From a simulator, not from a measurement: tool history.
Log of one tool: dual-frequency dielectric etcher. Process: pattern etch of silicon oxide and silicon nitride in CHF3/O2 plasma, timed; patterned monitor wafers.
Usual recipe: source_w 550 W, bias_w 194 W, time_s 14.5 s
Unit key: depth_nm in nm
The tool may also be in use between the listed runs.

run	hour	source_w	bias_w	time_s	wafers since the last listed run	hours since the last wet clean	hours since the last source power generator calibration	hours since the last bias power generator calibration	hours since the last upper electrode change	hours since the gauge calibration	read-back reference wafer on the same gauge, depth_nm	depth_nm
1	0.0	550	194	14.5	0	386.9	4043.6	1395.1	11.2	2636.2	21.51	22.22
2	58.1	550	194	12.5	831	445.0	4101.7	1453.2	69.3	2694.3	21.50	19.20
3	106.9	550	194	12.5	698	493.8	4150.5	1502.0	118.1	2743.1	21.49	19.24
4	180.8	550	194	12.5	1057	567.7	4224.4	1575.9	192.0	2817.0	21.48	19.16
# hour 222.1: wet clean of the chamber
5	222.6	550	160	18.0	254	0.5	4266.2	1617.7	233.8	2858.8	21.52	25.89
6	257.8	550	194	14.5	503	35.7	4301.4	1652.9	269.0	2894.0	21.49	22.29
# hour 262.8: source power generator calibrated
7	314.9	620	194	18.5	759	92.8	52.1	1710.0	326.1	2951.1	21.51	29.19
8	381.4	450	194	13.0	951	159.3	118.6	1776.5	392.6	3017.6	21.51	18.33
9	432.3	490	176	11.0	728	210.2	169.5	1827.4	443.5	3068.5	21.51	15.41
10	507.1	550	194	14.5	1070	285.0	244.3	1902.2	518.3	3143.3	21.48	21.89
11	570.0	600	146	11.5	899	347.9	307.2	1965.1	581.2	3206.2	21.50	16.28
12	621.9	480	234	14.5	742	399.8	359.1	2017.0	633.1	3258.1	21.53	22.35
13	670.9	550	194	14.5	700	448.8	408.1	2066.0	682.1	3307.1	21.53	21.92
# hour 727.8: bias power generator calibrated
# hour 762.9: wet clean of the chamber
14	763.4	550	194	17.5	922	0.5	500.6	35.6	774.6	3399.6	21.50	26.42
15	850.8	550	164	11.0	1250	87.9	588.0	123.0	862.0	3487.0	21.48	15.70
16	909.4	500	194	17.5	838	146.5	646.6	181.6	920.6	3545.6	21.54	25.58
17	955.2	550	194	14.5	655	192.3	692.4	227.4	966.4	3591.4	21.51	22.01
18	996.5	430	159	14.5	590	233.6	733.7	268.7	1007.7	3632.7	21.49	18.82
19	1034.8	610	154	13.5	547	271.9	772.0	307.0	1046.0	3671.0	21.49	19.72
# hour 1117.3: gauge calibrated
20	1139.8	470	194	11.0	1502	376.9	877.0	412.0	1151.0	22.5	21.49	15.79
21	1243.8	550	154	13.0	1487	480.9	981.0	516.0	1255.0	126.5	21.54	18.22
# hour 1301.9: wet clean of the chamber
22	1337.7	470	167	11.5	999	35.8	1074.9	609.9	1348.9	220.4	21.50	15.74
23	1541.8	460	146	11.5	2919	239.9	1279.0	814.0	1553.0	424.5	21.54	14.89
24	1634.2	550	194	14.5	1321	332.3	1371.4	906.4	1645.4	516.9	21.52	22.05
25	1693.3	550	194	14.5	845	391.4	1430.5	965.5	1704.5	576.0	21.50	21.97
26	1739.4	650	194	14.5	659	437.5	1476.6	1011.6	1750.6	622.1	21.51	23.40
27	1790.4	550	194	14.5	729	488.5	1527.6	1062.6	1801.6	673.1	21.52	22.02
28	1845.6	600	194	12.5	789	543.7	1582.8	1117.8	1856.8	728.3	21.50	19.60

Below, some changes in depth_nm between adjacent runs. For each, the amount present without the hidden state too (settings, incoming material, random variation) and the amount remaining for the hidden state with gauge scatter not shared by both compared results:
Hidden conditions of the tool in this case: etch rate over this chamber's usual, %; source power that arrives over what is set, %; bias power that arrives over what is set, %; gauge reads high (%).
Run 4 -> 5: bias_w 194 -> 160, time_s 12.5 -> 18.0, wet clean of the chamber. depth_nm +6.73 nm: hidden state +0.11, all else +6.62.
Run 6 -> 7: source_w 550 -> 620, time_s 14.5 -> 18.5, source power generator calibrated. depth_nm +6.90 nm: hidden state -0.33, all else +7.23.
Run 7 -> 8: source_w 620 -> 450, time_s 18.5 -> 13.0. depth_nm -10.86 nm: hidden state +0.00, all else -10.86.
Run 14 -> 15: bias_w 194 -> 164, time_s 17.5 -> 11.0. depth_nm -10.72 nm: hidden state -0.02, all else -10.70.
